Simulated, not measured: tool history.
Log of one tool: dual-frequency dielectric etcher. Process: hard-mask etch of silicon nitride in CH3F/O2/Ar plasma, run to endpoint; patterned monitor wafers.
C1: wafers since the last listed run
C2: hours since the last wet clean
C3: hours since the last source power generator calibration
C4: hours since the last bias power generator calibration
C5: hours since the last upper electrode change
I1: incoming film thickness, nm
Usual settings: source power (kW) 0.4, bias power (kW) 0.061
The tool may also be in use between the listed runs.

Run 1, hour 0: usual settings but bias power (kW) 0.071; C1 0; C2 447.7; C3 2665.3; C4 3325.2; C5 3523.3; I1 31.52. Result: endpoint time (s) 44.9.
Run 2, hour 39.8: usual settings; C1 256; C2 487.5; C3 2705.1; C4 3365; C5 3563.1; I1 31.54. Result: endpoint time (s) 48.4.
Run 3, hour 98.2: usual settings; C1 376; C2 545.9; C3 2763.5; C4 3423.4; C5 3621.5; I1 31.49. Result: endpoint time (s) 46.8.
Run 4, hour 150.8: usual settings; C1 338; C2 598.5; C3 2816.1; C4 3476; C5 3674.1; I1 31.43. Result: endpoint time (s) 47.3.
Run 5, hour 213.7: usual settings; C1 405; C2 661.4; C3 2879; C4 3538.9; C5 3737; I1 31.7. Result: endpoint time (s) 47.6.
At hour 242.3: wet clean of the chamber.
Run 6, hour 280.3: usual settings; C1 274; C2 38; C3 2945.6; C4 3605.5; C5 3803.6; I1 31.37. Result: endpoint time (s) 50.
Run 7, hour 348.7: usual settings; C1 440; C2 106.4; C3 3014; C4 3673.9; C5 3872; I1 31.26. Result: endpoint time (s) 48.8.
Run 8, hour 384.3: usual settings; C1 229; C2 142; C3 3049.6; C4 3709.5; C5 3907.6; I1 31.43. Result: endpoint time (s) 49.6.
Run 9, hour 441.6: usual settings; C1 369; C2 199.3; C3 3106.9; C4 3766.8; C5 3964.9; I1 31.52. Result: endpoint time (s) 49.7.
Run 10, hour 504.3: usual settings; C1 403; C2 262; C3 3169.6; C4 3829.5; C5 4027.6; I1 31.7. Result: endpoint time (s) 49.8.
Run 11, hour 546.5: usual settings; C1 271; C2 304.2; C3 3211.8; C4 3871.7; C5 4069.8; I1 31.63. Result: endpoint time (s) 48.8.
Run 12, hour 600.5: usual settings; C1 347; C2 358.2; C3 3265.8; C4 3925.7; C5 4123.8; I1 31.47. Result: endpoint time (s) 48.6.
Run 13, hour 631.8: usual settings; C1 201; C2 389.5; C3 3297.1; C4 3957; C5 4155.1; I1 31.69. Result: endpoint time (s) 48.8.
Run 14, hour 667: usual settings but source power (kW) 0.46, bias power (kW) 0.052; C1 226; C2 424.7; C3 3332.3; C4 3992.2; C5 4190.3; I1 31.75. Result: endpoint time (s) 48.4.
Run 15, hour 718.5: usual settings but source power (kW) 0.49, bias power (kW) 0.046; C1 331; C2 476.2; C3 3383.8; C4 4043.7; C5 4241.8; I1 31.54. Result: endpoint time (s) 48.8.
At hour 766.6: wet clean of the chamber.
Run 16, hour 789.6: usual settings but source power (kW) 0.5, bias power (kW) 0.071; C1 303; C2 23; C3 3454.9; C4 4114.8; C5 4312.9; I1 31.23. Result: endpoint time (s) 42.9.
Run 17, hour 902.1: usual settings but source power (kW) 0.45, bias power (kW) 0.069; C1 724; C2 135.5; C3 3567.4; C4 4227.3; C5 4425.4; I1 31.56. Result: endpoint time (s) 45.7.
Run 18, hour 956: usual settings but source power (kW) 0.45; C1 347; C2 189.4; C3 3621.3; C4 4281.2; C5 4479.3; I1 31.5. Result: endpoint time (s) 47.5.
At hour 996.6: upper electrode replaced, of another model than before.
Run 19, hour 999.5: usual settings; C1 125; C2 232.9; C3 3664.8; C4 4324.7; C5 2.9; I1 30.94. Result: endpoint time (s) 48.7.
At hour 1024.3: bias power generator calibrated.
Run 20, hour 1036.5: usual settings; C1 212; C2 269.9; C3 3701.8; C4 12.2; C5 39.9; I1 31.61. Result: endpoint time (s) 48.8.
At hour 1070: source power generator calibrated.
Run 21, hour 1096.7: usual settings; C1 362; C2 330.1; C3 26.7; C4 72.4; C5 100.1; I1 31.47. Result: endpoint time (s) 49.
Run 22, hour 1134.4: usual settings but source power (kW) 0.49; C1 242; C2 367.8; C3 64.4; C4 110.1; C5 137.8; I1 31.29. Result: endpoint time (s) 46.8.
Run 23, hour 1176.2: usual settings; C1 269; C2 409.6; C3 106.2; C4 151.9; C5 179.6; I1 31.49. Result: endpoint time (s) 48.4.
Run 24, hour 1219.1: usual settings but source power (kW) 0.44, bias power (kW) 0.053; C1 276; C2 452.5; C3 149.1; C4 194.8; C5 222.5; I1 31.2. Result: endpoint time (s) 51.
At hour 1307: wet clean of the chamber.
Run 25, hour 1307.5: usual settings but bias power (kW) 0.066; C1 414; C2 0.5; C3 237.5; C4 283.2; C5 310.9; I1 31.32. Result: endpoint time (s) 48.5.
Run 26, hour 1354: usual settings but source power (kW) 0.31, bias power (kW) 0.069; C1 299; C2 47; C3 284; C4 329.7; C5 357.4; I1 31.43. Result: endpoint time (s) 48.8.
Run 27, hour 1421.2: usual settings but bias power (kW) 0.073; C1 432; C2 114.2; C3 351.2; C4 396.9; C5 424.6; I1 31.33. Result: endpoint time (s) 45.2.
Run 28, hour 1454.4: usual settings but source power (kW) 0.46, bias power (kW) 0.072; C1 213; C2 147.4; C3 384.4; C4 430.1; C5 457.8; I1 31.5. Result: endpoint time (s) 44.1.
Run 29, hour 1490: usual settings; C1 229; C2 183; C3 420; C4 465.7; C5 493.4; I1 31.22. Result: endpoint time (s) 49.5.
Run 30, hour 1536.8: usual settings; C1 301; C2 229.8; C3 466.8; C4 512.5; C5 540.2; I1 31.64. Result: endpoint time (s) 50.6.
Run 31, hour 1576.6: usual settings but source power (kW) 0.35, bias power (kW) 0.056; C1 256; C2 269.6; C3 506.6; C4 552.3; C5 580; I1 31.29. Result: endpoint time (s) 52.9.
Run 32, hour 1627.4: usual settings; C1 327; C2 320.4; C3 557.4; C4 603.1; C5 630.8; I1 31.66. Result: endpoint time (s) 49.3.
Run 33, hour 1667.2: usual settings but source power (kW) 0.35, bias power (kW) 0.069; C1 256; C2 360.2; C3 597.2; C4 642.9; C5 670.6; I1 31.12. Result: endpoint time (s) 47.
Run 34, hour 1727.6: usual settings but bias power (kW) 0.05; C1 389; C2 420.6; C3 657.6; C4 703.3; C5 731; I1 31.33. Result: endpoint time (s) 54.2.
Run 35, hour 1765.4: usual settings but bias power (kW) 0.072; C1 243; C2 458.4; C3 695.4; C4 741.1; C5 768.8; I1 31.52. Result: endpoint time (s) 44.3.

What if the next run were any one of these 4? Each begins from the tool's condition after run 35:
Run A, hour 1765.8: usual settings; C1 2; C2 458.8; C3 695.8; C4 741.5; C5 769.2; I1 31.37. Result: endpoint time (s) ?.
Run B, hour 1765.8: usual settings but source power (kW) 0.3; C1 2; C2 458.8; C3 695.8; C4 741.5; C5 769.2; I1 31.37. Result: endpoint time (s) ?.
Run C, hour 1765.8: usual settings but source power (kW) 0.3, bias power (kW) 0.051; C1 2; C2 458.8; C3 695.8; C4 741.5; C5 769.2; I1 31.37. Result: endpoint time (s) ?.
Run D, hour 1765.8: usual settings but source power (kW) 0.44, bias power (kW) 0.048; C1 2; C2 458.8; C3 695.8; C4 741.5; C5 769.2; I1 31.37. Result: endpoint time (s) ?.

run  endpoint time (s)
  A               48.6
  B               51.3
  C               56.7
  D               54.3
The same runs, with their run-to-run variation unchanged, on a tool lacking any hidden condition would have given:
run  endpoint time (s)
  A               49.9
  B               52.7
  C               58.3
  D               55.8

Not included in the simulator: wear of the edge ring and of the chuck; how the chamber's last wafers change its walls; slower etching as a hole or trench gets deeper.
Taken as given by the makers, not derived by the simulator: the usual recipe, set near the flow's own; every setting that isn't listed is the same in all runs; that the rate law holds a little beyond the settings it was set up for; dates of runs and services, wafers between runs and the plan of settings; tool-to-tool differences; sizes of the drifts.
